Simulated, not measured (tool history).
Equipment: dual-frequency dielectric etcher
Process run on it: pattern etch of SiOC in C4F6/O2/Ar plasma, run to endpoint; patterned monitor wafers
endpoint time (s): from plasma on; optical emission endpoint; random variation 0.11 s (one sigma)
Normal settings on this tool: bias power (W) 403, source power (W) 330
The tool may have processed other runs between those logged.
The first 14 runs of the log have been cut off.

run,day,bias power (W),source power (W),wafers since the last listed run,hours since the last wet clean,hours since the last bias power generator calibration,hours since the last source power generator calibration,hours since the last upper electrode change,"incoming incoming film thickness, nm",endpoint time (s)
15,6.104,403,370,219,420.9,4201.1,20.3,4015.7,41.09,14.2
16,6.433,325,390,118,428.8,4209,28.2,4023.6,40.72,14.5
# day 6.804: bias power generator calibrated
17,7.042,468,370,158,443.4,5.7,42.8,4038.2,40.78,13.6
18,7.333,403,330,104,450.4,12.7,49.8,4045.2,40.38,14.6
19,8.062,454,280,261,467.9,30.2,67.3,4062.7,40.45,15.3
# day 9.612: upper electrode replaced
# day 10.521: wet clean of the chamber
20,10.542,403,310,204,0.5,89.7,126.8,22.3,40.81,14.6
21,10.596,403,330,19,1.8,91,128.1,23.6,40.84,14.2
22,10.992,403,330,142,11.3,100.5,137.6,33.1,40.51,13.8
23,11.304,350,380,112,18.8,108,145.1,40.6,40.61,13.8

Run 24, settings as shown, results not yet in. Your forecast:
24,12.475,499,380,420,46.9,136.1,173.2,68.7,40.91,?

endpoint time (s): 12.6
The same run, on a tool lacking any hidden state, would have yielded endpoint time (s) 12.6.

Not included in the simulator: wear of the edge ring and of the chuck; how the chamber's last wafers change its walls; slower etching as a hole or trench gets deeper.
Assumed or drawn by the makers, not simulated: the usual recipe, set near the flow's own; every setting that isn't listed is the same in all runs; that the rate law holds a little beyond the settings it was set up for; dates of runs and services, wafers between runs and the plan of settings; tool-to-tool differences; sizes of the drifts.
